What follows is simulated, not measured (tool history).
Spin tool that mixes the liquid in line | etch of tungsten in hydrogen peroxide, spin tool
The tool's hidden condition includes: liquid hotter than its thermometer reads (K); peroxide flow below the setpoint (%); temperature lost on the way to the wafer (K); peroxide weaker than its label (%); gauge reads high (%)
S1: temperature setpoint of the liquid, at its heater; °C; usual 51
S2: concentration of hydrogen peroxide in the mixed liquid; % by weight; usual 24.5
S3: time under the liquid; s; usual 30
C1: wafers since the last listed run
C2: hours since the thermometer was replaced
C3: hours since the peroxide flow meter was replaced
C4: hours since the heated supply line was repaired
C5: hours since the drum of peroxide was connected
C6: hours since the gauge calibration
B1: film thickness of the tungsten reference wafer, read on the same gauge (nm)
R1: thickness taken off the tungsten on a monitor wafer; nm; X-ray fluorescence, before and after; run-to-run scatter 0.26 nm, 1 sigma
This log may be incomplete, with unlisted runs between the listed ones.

| run | hour | S1 | S2 | S3 | C1 | C2 | C3 | C4 | C5 | C6 | B1 | R1 |
|---|---|---|---|---|---|---|---|---|---|---|---|---|
| 1 | 0 | 51 | 24.5 | 30 | 0 | 1814.2 | 379.5 | 927.7 | 1195.4 | 50.2 | 150.58 | 67.15 |
| 2 | 22.4 | 51 | 24.5 | 30 | 237 | 1836.6 | 401.9 | 950.1 | 1217.8 | 72.6 | 150.86 | 67.16 |
| 3 | 52.5 | 51 | 24.5 | 30 | 319 | 1866.7 | 432 | 980.2 | 1247.9 | 102.7 | 151.08 | 67.55 |
| 4 | 81.1 | 51 | 24.5 | 30 | 303 | 1895.3 | 460.6 | 1008.8 | 1276.5 | 131.3 | 151.3 | 67.82 |
| 5 | 107.1 | 57.5 | 24.5 | 30 | 275 | 1921.3 | 486.6 | 1034.8 | 1302.5 | 157.3 | 151.44 | 99.15 |
| 6 | 119.7 | 57.5 | 24.5 | 30 | 133 | 1933.9 | 499.2 | 1047.4 | 1315.1 | 169.9 | 151.49 | 99.69 |
| 7 | 150.7 | 57.5 | 24.5 | 30 | 329 | 1964.9 | 530.2 | 1078.4 | 1346.1 | 200.9 | 151.59 | 99.25 |
| 8 | 176 | 51 | 23 | 30 | 268 | 1990.2 | 555.5 | 1103.7 | 1371.4 | 226.2 | 151.66 | 65.35 |
| 9 | 191.3 | 51 | 23 | 30 | 162 | 2005.5 | 570.8 | 1119 | 1386.7 | 241.5 | 151.72 | 65.33 |
|  | 199.5 | heated supply line repaired |
|  | 209.7 | new drum of peroxide connected |
| 10 | 222 | 51 | 23 | 30 | 304 | 2036.2 | 601.5 | 22.5 | 12.3 | 272.2 | 151.79 | 65.7 |
|  | 239.3 | thermometer replaced |
| 11 | 245.6 | 60 | 24.5 | 50 | 239 | 6.3 | 625.1 | 46.1 | 35.9 | 295.8 | 151.8 | 192.96 |
| 12 | 260.9 | 51 | 24.5 | 15 | 162 | 21.6 | 640.4 | 61.4 | 51.2 | 311.1 | 151.83 | 33.76 |
| 13 | 278.8 | 55.5 | 24.5 | 40 | 190 | 39.5 | 658.3 | 79.3 | 69.1 | 329 | 151.85 | 118.36 |
| 14 | 294.3 | 60.5 | 24.5 | 30 | 164 | 55 | 673.8 | 94.8 | 84.6 | 344.5 | 151.85 | 118.93 |
|  | 312.4 | gauge calibrated |
|  | 314.9 | peroxide flow meter replaced |
| 15 | 316.7 | 51 | 24.5 | 50 | 227 | 77.4 | 1.8 | 117.2 | 107 | 4.3 | 150 | 111.69 |
| 16 | 347.9 | 57.5 | 24.5 | 30 | 331 | 108.6 | 33 | 148.4 | 138.2 | 35.5 | 150.51 | 99.26 |
| 17 | 363.4 | 51 | 26.5 | 15 | 164 | 124.1 | 48.5 | 163.9 | 153.7 | 51 | 150.7 | 34.96 |
| 18 | 377.4 | 57.5 | 30 | 30 | 148 | 138.1 | 62.5 | 177.9 | 167.7 | 65 | 150.86 | 109.94 |
| 19 | 389.6 | 51 | 24.5 | 30 | 129 | 150.3 | 74.7 | 190.1 | 179.9 | 77.2 | 150.98 | 67.53 |
| 20 | 407.5 | 46.5 | 18.5 | 20 | 190 | 168.2 | 92.6 | 208 | 197.8 | 95.1 | 151.14 | 29.7 |

Results per run with the tool's hidden condition removed, run-to-run variation unchanged:
| run | R1 |
|---|---|
| 1 | 66.88 |
| 2 | 66.78 |
| 3 | 67.05 |
| 4 | 67.23 |
| 5 | 98.21 |
| 6 | 98.71 |
| 7 | 98.2 |
| 8 | 64.63 |
| 9 | 64.59 |
| 10 | 64.94 |
| 11 | 190.66 |
| 12 | 33.35 |
| 13 | 116.93 |
| 14 | 117.47 |
| 15 | 111.68 |
| 16 | 98.92 |
| 17 | 34.79 |
| 18 | 109.32 |
| 19 | 67.09 |
| 20 | 29.47 |
